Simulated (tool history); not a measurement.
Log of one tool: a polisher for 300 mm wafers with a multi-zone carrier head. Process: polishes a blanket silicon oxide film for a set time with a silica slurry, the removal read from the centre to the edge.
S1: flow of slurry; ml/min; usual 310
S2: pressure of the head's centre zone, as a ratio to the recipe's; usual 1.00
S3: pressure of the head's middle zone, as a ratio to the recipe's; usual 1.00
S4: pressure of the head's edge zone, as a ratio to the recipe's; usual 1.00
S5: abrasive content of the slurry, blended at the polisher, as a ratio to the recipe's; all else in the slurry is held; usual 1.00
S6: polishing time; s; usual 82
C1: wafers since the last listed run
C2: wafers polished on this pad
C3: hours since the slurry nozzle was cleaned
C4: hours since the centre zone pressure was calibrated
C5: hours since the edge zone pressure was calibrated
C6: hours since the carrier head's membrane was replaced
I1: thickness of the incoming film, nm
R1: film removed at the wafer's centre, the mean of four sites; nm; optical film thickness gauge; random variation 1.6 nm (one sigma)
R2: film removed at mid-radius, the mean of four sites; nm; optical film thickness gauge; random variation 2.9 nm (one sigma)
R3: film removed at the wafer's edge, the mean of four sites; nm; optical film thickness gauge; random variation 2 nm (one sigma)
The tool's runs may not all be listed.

| run | hour | S1 | S2 | S3 | S4 | S5 | S6 | C1 | C2 | C3 | C4 | C5 | C6 | I1 | R1 | R2 | R3 |
|---|---|---|---|---|---|---|---|---|---|---|---|---|---|---|---|---|---|
| 1 | 0.0 | 310 | 1.00 | 1.00 | 1.07 | 1.00 | 82 | 0 | 1376 | 282.7 | 36.9 | 184.3 | 417.3 | 1031.7 | 222.7 | 225.1 | 230.9 |
| 2 | 39.7 | 225 | 1.00 | 0.93 | 1.00 | 1.00 | 103 | 437 | 1813 | 322.4 | 76.6 | 224.0 | 457.0 | 1015.7 | 274.6 | 263.3 | 266.1 |
| 3 | 79.4 | 310 | 1.11 | 1.00 | 1.00 | 1.00 | 82 | 437 | 2250 | 362.1 | 116.3 | 263.7 | 496.7 | 1005.8 | 246.3 | 224.5 | 213.7 |
| 4 | 120.8 | 310 | 1.00 | 1.00 | 1.07 | 0.85 | 82 | 456 | 2706 | 403.5 | 157.7 | 305.1 | 538.1 | 1032.8 | 207.4 | 202.0 | 200.6 |
| 5 | 158.8 | 260 | 1.00 | 1.00 | 1.06 | 1.00 | 90 | 418 | 3125 | 441.5 | 195.7 | 343.1 | 576.1 | 1017.9 | 240.2 | 237.4 | 234.2 |
|  | 221.2 | worn pad replaced by a new one |
|  | 222.5 | edge zone pressure recalibrated |
| 6 | 223.0 | 310 | 1.00 | 1.00 | 1.00 | 1.00 | 82 | 648 | 5 | 505.7 | 259.9 | 0.5 | 640.3 | 1008.1 | 240.7 | 231.5 | 220.5 |
|  | 240.6 | carrier head's membrane replaced by a new one |
| 7 | 246.5 | 310 | 1.00 | 0.91 | 1.00 | 1.00 | 101 | 203 | 209 | 529.2 | 283.4 | 24.0 | 5.9 | 1001.8 | 298.8 | 255.2 | 274.2 |
| 8 | 280.7 | 310 | 1.00 | 0.94 | 1.00 | 1.00 | 82 | 376 | 585 | 563.4 | 317.6 | 58.2 | 40.1 | 1014.2 | 245.6 | 220.2 | 225.5 |
| 9 | 318.5 | 310 | 1.00 | 0.89 | 1.00 | 1.10 | 82 | 416 | 1002 | 601.2 | 355.4 | 96.0 | 77.9 | 1025.5 | 257.3 | 210.6 | 232.4 |
|  | 342.1 | centre zone pressure recalibrated |
| 10 | 354.5 | 310 | 1.08 | 1.00 | 1.05 | 1.25 | 82 | 374 | 1376 | 637.2 | 12.4 | 132.0 | 113.9 | 1024.1 | 269.4 | 257.3 | 247.5 |
| 11 | 394.4 | 310 | 1.00 | 1.00 | 1.00 | 1.00 | 82 | 439 | 1816 | 677.1 | 52.3 | 171.9 | 153.8 | 1017.5 | 228.0 | 225.7 | 219.6 |
|  | 439.7 | slurry nozzle cleaned |
| 12 | 459.0 | 310 | 1.00 | 0.95 | 1.00 | 1.25 | 66 | 700 | 2516 | 19.3 | 116.9 | 236.5 | 218.4 | 1010.6 | 196.8 | 191.7 | 189.2 |
|  | 515.9 | worn pad replaced by a new one |
| 13 | 523.6 | 310 | 0.88 | 0.96 | 1.00 | 1.00 | 74 | 667 | 84 | 83.9 | 181.5 | 301.1 | 283.0 | 1013.2 | 189.7 | 203.1 | 200.3 |
| 14 | 563.9 | 310 | 1.00 | 1.00 | 1.00 | 1.00 | 82 | 443 | 528 | 124.2 | 221.8 | 341.4 | 323.3 | 1017.6 | 238.2 | 231.3 | 220.2 |
| 15 | 600.9 | 310 | 1.00 | 0.92 | 1.00 | 1.00 | 82 | 407 | 936 | 161.2 | 258.8 | 378.4 | 360.3 | 1023.0 | 241.5 | 212.1 | 221.9 |
|  | 622.0 | edge zone pressure recalibrated |
|  | 645.9 | centre zone pressure recalibrated |
| 16 | 663.8 | 210 | 1.06 | 1.00 | 0.89 | 1.00 | 82 | 648 | 1584 | 224.1 | 17.9 | 41.8 | 423.2 | 1026.1 | 223.5 | 222.2 | 203.4 |
| 17 | 714.0 | 310 | 1.00 | 1.00 | 1.00 | 1.00 | 82 | 552 | 2137 | 274.3 | 68.1 | 92.0 | 473.4 | 1025.3 | 222.5 | 228.2 | 218.7 |
| 18 | 756.2 | 355 | 1.00 | 1.00 | 1.00 | 1.00 | 82 | 464 | 2602 | 316.5 | 110.3 | 134.2 | 515.6 | 1015.2 | 222.9 | 218.6 | 214.6 |
|  | 787.0 | carrier head's membrane replaced by a new one |
| 19 | 804.7 | 395 | 1.00 | 1.00 | 1.09 | 1.00 | 82 | 479 | 3081 | 365.0 | 158.8 | 182.7 | 17.7 | 1011.2 | 223.6 | 217.7 | 219.4 |
| 20 | 854.6 | 345 | 0.90 | 1.00 | 1.00 | 1.00 | 74 | 549 | 3631 | 414.9 | 208.7 | 232.6 | 67.6 | 1042.2 | 179.9 | 196.1 | 187.4 |

5 ways to go on from here, each from the tool as it stands after run 20. What would each give?
| A | 855.1 | 310 | 1.00 | 1.00 | 1.05 | 1.00 | 82 | 5 | 3636 | 415.4 | 209.2 | 233.1 | 68.1 | 1011.3 | ? | ? | ? |
| B | 855.1 | 240 | 0.95 | 1.00 | 0.89 | 1.00 | 65 | 5 | 3636 | 415.4 | 209.2 | 233.1 | 68.1 | 1011.3 | ? | ? | ? |
| C | 855.1 | 310 | 1.07 | 1.00 | 1.00 | 1.15 | 89 | 5 | 3636 | 415.4 | 209.2 | 233.1 | 68.1 | 1011.3 | ? | ? | ? |
| D | 855.1 | 310 | 1.00 | 1.09 | 1.00 | 1.00 | 82 | 5 | 3636 | 415.4 | 209.2 | 233.1 | 68.1 | 1011.3 | ? | ? | ? |
| E | 855.1 | 310 | 1.00 | 1.00 | 1.10 | 1.00 | 82 | 5 | 3636 | 415.4 | 209.2 | 233.1 | 68.1 | 1011.3 | ? | ? | ? |

| run | R1 | R2 | R3 |
|---|---|---|---|
| A | 220.0 | 207.5 | 211.4 |
| B | 161.7 | 160.8 | 152.2 |
| C | 271.5 | 239.6 | 238.4 |
| D | 220.2 | 223.2 | 206.1 |
| E | 220.0 | 207.5 | 216.3 |
Without the tool's hidden state the same runs would have given:
| run | R1 | R2 | R3 |
|---|---|---|---|
| A | 228.8 | 226.7 | 230.9 |
| B | 168.1 | 175.7 | 166.3 |
| C | 282.3 | 261.8 | 260.4 |
| D | 228.9 | 243.9 | 225.2 |
| E | 228.8 | 226.7 | 236.3 |
